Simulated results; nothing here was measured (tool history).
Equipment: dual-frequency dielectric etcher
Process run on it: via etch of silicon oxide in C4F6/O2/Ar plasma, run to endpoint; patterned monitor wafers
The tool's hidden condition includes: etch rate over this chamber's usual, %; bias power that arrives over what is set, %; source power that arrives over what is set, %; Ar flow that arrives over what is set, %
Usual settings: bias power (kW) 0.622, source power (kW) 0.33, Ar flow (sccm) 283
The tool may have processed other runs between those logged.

run     day  bias power (kW)  source power (kW)  Ar flow (sccm)  wafers since the last listed run  hours since the last wet clean  hours since the last bias power generator calibration  hours since the last source power generator calibration  hours since the last Ar flow controller change  hours since the last upper electrode change  incoming incoming film thickness, nm  endpoint time (s)
  1       0            0.622               0.33             283                                 0                           364.3                                                   3582                                                   3364.1                                          5248.9                                       2966.4                                  79.2               16.7
  2   0.446            0.622               0.33             283                               191                             375                                                 3592.7                                                   3374.8                                          5259.6                                       2977.1                                  79.4               16.7
  3   0.729            0.622               0.33             283                               121                           381.8                                                 3599.5                                                   3381.6                                          5266.4                                       2983.9                                  79.9               16.7
  4   1.288            0.622               0.33             283                               240                           395.2                                                 3612.9                                                     3395                                          5279.8                                       2997.3                                  79.3               16.7
  5   1.971            0.622               0.33             283                               294                           411.6                                                 3629.3                                                   3411.4                                          5296.2                                       3013.7                                  79.1               16.5
  6   2.512            0.622               0.33             283                               233                           424.6                                                 3642.3                                                   3424.4                                          5309.2                                       3026.7                                    79               16.4
  7   3.138            0.622               0.33             283                               269                           439.6                                                 3657.3                                                   3439.4                                          5324.2                                       3041.7                                  80.2               16.8
  8   3.421            0.622               0.33             283                               121                           446.4                                                 3664.1                                                   3446.2                                            5331                                       3048.5                                  79.2               16.6
       4.05  -- source power generator calibrated
  9   4.088            0.622               0.33             283                               215                           462.4                                                 3680.1                                                      0.9                                            5347                                       3064.5                                  80.2               16.7
 10   4.575            0.622               0.33             283                               209                           474.1                                                 3691.8                                                     12.6                                          5358.7                                       3076.2                                  79.1               16.5
 11   4.896            0.622               0.33             283                               138                           481.8                                                 3699.5                                                     20.3                                          5366.4                                       3083.9                                  80.2               16.7
      5.312  -- Ar flow controller replaced
      6.112  -- upper electrode replaced
 12   6.133             0.72               0.29             327                                80                           511.5                                                 3729.2                                                       50                                            19.7                                          0.5                                  79.9               16.9
 13   6.146            0.671               0.33             252                                 5                           511.8                                                 3729.5                                                     50.3                                              20                                          0.8                                  80.2                 16
 14   6.504            0.538               0.36             333                               154                           520.4                                                 3738.1                                                     58.9                                            28.6                                          9.4                                  79.2                 17
 15   6.767            0.565               0.28             344                               113                           526.7                                                 3744.4                                                     65.2                                            34.9                                         15.7                                  79.3               18.6
      7.062  -- bias power generator calibrated
 16   7.183            0.685                0.3             283                               107                           536.7                                                    2.9                                                     75.2                                            44.9                                         25.7                                  80.2               16.8
      8.262  -- wet clean of the chamber
 17   8.662            0.544               0.41             253                               206                             9.6                                                   38.4                                                    110.7                                            80.4                                         61.2                                  79.6               16.1
 18   9.404            0.622               0.37             283                               319                            27.4                                                   56.2                                                    128.5                                            98.2                                           79                                  79.6               16.2
 19  10.142            0.622               0.31             283                               317                            45.1                                                   73.9                                                    146.2                                           115.9                                         96.7                                  80.1               17.5
 20    10.8            0.622               0.33             283                               283                            60.9                                                   89.7                                                      162                                           131.7                                        112.5                                  79.3               16.9
 21  11.258            0.622               0.33             283                               197                            71.9                                                  100.7                                                      173                                           142.7                                        123.5                                  79.8                 17
 22  11.608            0.622               0.26             283                               150                            80.3                                                  109.1                                                    181.4                                           151.1                                        131.9                                  80.3               18.9
 23  11.908             0.72               0.29             327                               129                            87.5                                                  116.3                                                    188.6                                           158.3                                        139.1                                  79.4               17.3
 24  12.238            0.547               0.33             328                               141                            95.4                                                  124.2                                                    196.5                                           166.2                                          147                                  79.8                 18
 25  12.808            0.574               0.33             339                               245                           109.1                                                  137.9                                                    210.2                                           179.9                                        160.7                                  80.1               17.9
 26  13.304            0.622               0.31             232                               213                             121                                                  149.8                                                    222.1                                           191.8                                        172.6                                  79.9                 17
 27  13.879            0.729               0.27             341                               247                           134.8                                                  163.6                                                    235.9                                           205.6                                        186.4                                  79.1               17.7
 28  14.204            0.523               0.33             283                               139                           142.6                                                  171.4                                                    243.7                                           213.4                                        194.2                                  79.8               17.9
 29  15.296            0.727               0.28             334                               470                           168.8                                                  197.6                                                    269.9                                           239.6                                        220.4                                    80               17.5

Hidden condition of the tool, last listed run before each entry between runs versus first listed run after:
From run 8 to run 9: source power generator calibrated (day 4.05)
  etch rate over this chamber's usual, %: 3.08 -> 3.22
  difference, measured minus the result without the unlogged condition, endpoint time (s): -0.5 -> -0.5
From run 11 to run 12: Ar flow controller replaced (day 5.312); upper electrode replaced (day 6.112)
  etch rate over this chamber's usual, %: 3.38 -> 3.63
  difference, measured minus the result without the unlogged condition, endpoint time (s): -0.6 -> -0.6
From run 15 to run 16: bias power generator calibrated (day 7.062)
  etch rate over this chamber's usual, %: 3.75 -> 3.84
  difference, measured minus the result without the unlogged condition, endpoint time (s): -0.7 -> -0.7
From run 16 to run 17: wet clean of the chamber (day 8.262)
  etch rate over this chamber's usual, %: 3.84 -> 0.51
  difference, measured minus the result without the unlogged condition, endpoint time (s): -0.7 -> -0.1
